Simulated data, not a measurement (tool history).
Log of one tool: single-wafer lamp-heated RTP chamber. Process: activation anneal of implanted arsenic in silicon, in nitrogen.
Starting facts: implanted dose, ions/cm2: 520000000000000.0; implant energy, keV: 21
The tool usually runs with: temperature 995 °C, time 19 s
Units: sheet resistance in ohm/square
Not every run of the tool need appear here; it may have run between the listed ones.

run   hour  temperature  time  read-back reference wafer on the same gauge, sheet resistance  sheet resistance
  1      0          995    19                                                         245.95            207.34
  2    9.2          971    24                                                         245.93            208.94
  3   25.7          971    24                                                         245.97            208.49
  4   34.4          971    24                                                         246.08             208.8
  5   49.6          995    19                                                         245.96            207.52
  6   60.6          995    19                                                          245.9            206.63
      70.2  -- pyrometer window cleaned and pyrometer calibrated
  7   77.3          995    28                                                         246.03            206.15
  8   88.5          995    19                                                         245.94            208.32
  9  105.7         1008     8                                                         245.95            211.23
 10  121.4         1018    25                                                         245.94             203.4
 11  128.1          984    19                                                         246.06            209.11
     143.2  -- reflector plate cleaned
 12  143.7         1022    15                                                         245.99             206.2
     145.6  -- gauge calibrated
 13  158.6          974    14                                                         246.07            211.33
 14  167.5          995    19                                                          246.1            208.03
 15  184.2          981    22                                                         246.06            208.27

Each row is a separate what-if for the run after 15, all from the same tool condition, not one after another. Results?
  A  184.6          985    19                                                              ?                 ?
  B  184.6         1007     9                                                              ?                 ?
  C  184.6          987    25                                                              ?                 ?
  D  184.6          980    23                                                              ?                 ?

run  read-back reference wafer on the same gauge, sheet resistance  sheet resistance
  A                                                         245.95            208.87
  B                                                         245.95            210.31
  C                                                         245.95             207.2
  D                                                         245.95            208.47
The same runs, with their run-to-run variation unchanged, on a tool lacking any hidden condition would have given:
run  sheet resistance
  A            209.52
  B            210.99
  C            207.96
  D            209.16
